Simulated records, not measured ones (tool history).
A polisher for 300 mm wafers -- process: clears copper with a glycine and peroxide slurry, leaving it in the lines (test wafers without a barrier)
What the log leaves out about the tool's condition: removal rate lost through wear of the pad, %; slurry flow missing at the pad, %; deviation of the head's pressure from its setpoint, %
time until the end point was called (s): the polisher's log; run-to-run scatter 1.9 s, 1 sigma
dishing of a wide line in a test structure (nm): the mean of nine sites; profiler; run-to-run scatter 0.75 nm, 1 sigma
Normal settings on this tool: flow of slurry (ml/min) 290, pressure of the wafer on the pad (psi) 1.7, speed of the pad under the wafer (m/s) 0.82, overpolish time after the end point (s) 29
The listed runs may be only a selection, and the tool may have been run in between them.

run,hour,flow of slurry (ml/min),pressure of the wafer on the pad (psi),speed of the pad under the wafer (m/s),overpolish time after the end point (s),wafers since the last listed run,wafers polished on this pad,hours since the slurry nozzle was cleaned,hours since the head pressure was calibrated,"incoming thickness of the incoming film, nm",time until the end point was called (s),dishing of a wide line in a test structure (nm)
1,0,290,1.7,0.82,22,0,812,104.2,495,429.2,151.4,46.1
# hour 60.1: worn pad replaced by a new one
2,66.7,290,1.7,0.82,22,345,36,170.9,561.7,435.7,152.8,44.6
3,173.3,290,1.7,0.82,29,587,624,277.5,668.3,434.9,150.1,55.3
# hour 213.2: slurry nozzle cleaned
4,233,290,1.7,0.82,29,323,947,19.8,728,431.3,147.1,55
# hour 272: worn pad replaced by a new one
5,272.5,290,1.7,0.82,34,195,2,59.3,767.5,426.3,148.9,61.7
6,336.8,290,1.7,0.82,29,354,357,123.6,831.8,434.3,150.8,55.6
7,397.4,290,1.7,0.82,29,334,691,184.2,892.4,432.7,149.7,54.3
8,434.5,290,1.9,0.62,13,204,896,221.3,929.5,420.4,162.1,25.3
# hour 452.7: worn pad replaced by a new one
# hour 483.6: slurry nozzle cleaned
9,598.6,290,1.9,0.82,29,877,799,115,1093.6,427.4,137.4,59
# hour 629.7: worn pad replaced by a new one
10,659,290,2,0.82,29,311,161,175.4,1154,422.3,130,61.2
# hour 690.3: head pressure recalibrated
# hour 767.4: slurry nozzle cleaned
11,803.8,290,1.4,1.02,16,782,943,36.4,113.5,425.2,145.2,34
# hour 820: worn pad replaced by a new one
12,858.3,290,1.7,0.82,29,278,211,90.9,168,432.4,150.2,56.5
13,903.3,260,2.2,0.7,29,248,459,135.9,213,424.4,135.3,60.4
14,939.4,370,1.4,1.02,29,199,658,172,249.1,429.7,144,55.5
15,981.3,290,1.7,0.92,35,231,889,213.9,291,435.8,137.4,66.7

Entry by entry between the runs, the difference in hidden state between the last listed run before and the first listed run after:
From run 1 to run 2: worn pad replaced by a new one (hour 60.1)
  nothing in the hidden state changes from one run to the other
From run 3 to run 4: slurry nozzle cleaned (hour 213.2)
  nothing in the hidden state changes from one run to the other
From run 4 to run 5: worn pad replaced by a new one (hour 272)
  nothing in the hidden state changes from one run to the other
From run 8 to run 9: worn pad replaced by a new one (hour 452.7); slurry nozzle cleaned (hour 483.6)
  nothing in the hidden state changes from one run to the other
From run 9 to run 10: worn pad replaced by a new one (hour 629.7)
  nothing in the hidden state changes from one run to the other
From run 10 to run 11: head pressure recalibrated (hour 690.3); slurry nozzle cleaned (hour 767.4)
  nothing in the hidden state changes from one run to the other
From run 11 to run 12: worn pad replaced by a new one (hour 820)
  nothing in the hidden state changes from one run to the other
